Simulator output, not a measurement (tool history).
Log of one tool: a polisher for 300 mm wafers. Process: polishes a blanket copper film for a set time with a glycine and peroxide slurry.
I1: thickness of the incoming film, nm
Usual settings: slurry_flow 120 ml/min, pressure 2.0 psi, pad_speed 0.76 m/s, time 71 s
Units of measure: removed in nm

Run 1, hour 0.0: usual settings; I1 1231.6. Result: removed 236.3 nm.
Run 2, hour 6.3: usual settings; I1 1255.7. Result: removed 251.4 nm.
Run 3, hour 16.6: usual settings; I1 1258.2. Result: removed 254.3 nm.
Run 4, hour 31.7: usual settings; I1 1234.7. Result: removed 257.1 nm.
Run 5, hour 48.4: usual settings; I1 1235.7. Result: removed 257.7 nm.
Run 6, hour 55.4: usual settings but slurry_flow 95 ml/min, time 60 s; I1 1234.6. Result: removed 206.8 nm.
Run 7, hour 71.4: usual settings; I1 1256.0. Result: removed 249.6 nm.
Run 8, hour 85.1: usual settings; I1 1271.1. Result: removed 240.9 nm.
Run 9, hour 98.7: usual settings; I1 1255.4. Result: removed 245.7 nm.
Run 10, hour 117.5: usual settings; I1 1263.3. Result: removed 256.0 nm.
Run 11, hour 122.5: usual settings but time 60 s; I1 1240.4. Result: removed 220.6 nm.
Run 12, hour 140.4: usual settings but pressure 1.5 psi, pad_speed 0.68 m/s, time 91 s; I1 1261.3. Result: removed 258.6 nm.
Run 13, hour 150.6: usual settings but pad_speed 1.02 m/s, time 82 s; I1 1246.7. Result: removed 352.1 nm.
Run 14, hour 165.9: usual settings but slurry_flow 155 ml/min, pressure 1.8 psi; I1 1227.6. Result: removed 246.5 nm.
Run 15, hour 183.9: usual settings but slurry_flow 95 ml/min, pressure 2.5 psi, pad_speed 0.96 m/s, time 59 s; I1 1260.7. Result: removed 273.8 nm.
Run 16, hour 194.3: usual settings; I1 1250.6. Result: removed 244.8 nm.
Run 17, hour 202.4: usual settings but pad_speed 0.88 m/s; I1 1236.8. Result: removed 278.4 nm.
Run 18, hour 211.4: usual settings but pressure 1.4 psi, pad_speed 0.52 m/s, time 50 s; I1 1247.7. Result: removed 106.7 nm.
Run 19, hour 250.9: usual settings but slurry_flow 150 ml/min, pressure 1.6 psi, pad_speed 0.84 m/s; I1 1242.9. Result: removed 245.4 nm.
Run 20, hour 260.2: usual settings but slurry_flow 95 ml/min, pressure 1.5 psi; I1 1238.7. Result: removed 199.1 nm.
Run 21, hour 272.6: usual settings; I1 1255.5. Result: removed 254.0 nm.
Run 22, hour 296.2: usual settings but pad_speed 0.94 m/s, time 82 s; I1 1240.0. Result: removed 337.5 nm.

Between the runs listed above, the log contained 5 entries, not reproduced here. Where in the sequence does each belong, and how does what the log doesn't record of the tool's condition differ from the listed run before to the listed run after?
From run 1 to run 2: worn pad replaced by a new one (hour 5.9)
  removal rate lost through wear of the pad, %: 7.63 -> 0.607
  measured value less the no-hidden-state value, removed: -19.5 -> -1.6 nm
From run 9 to run 10: worn pad replaced by a new one (hour 117.0)
  removal rate lost through wear of the pad, %: 5.61 -> 0.526
  measured value less the no-hidden-state value, removed: -14.7 -> -1.3 nm
From run 12 to run 13: head pressure recalibrated (hour 148.2)
  removal rate lost through wear of the pad, %: 0.844 -> 1.18
  measured value less the no-hidden-state value, removed: -2.2 -> -4.2 nm
From run 18 to run 19: slurry nozzle cleaned (hour 212.8); worn pad replaced by a new one (hour 217.6)
  removal rate lost through wear of the pad, %: 5.71 -> 0.714
  measured value less the no-hidden-state value, removed: -6.4 -> -1.8 nm
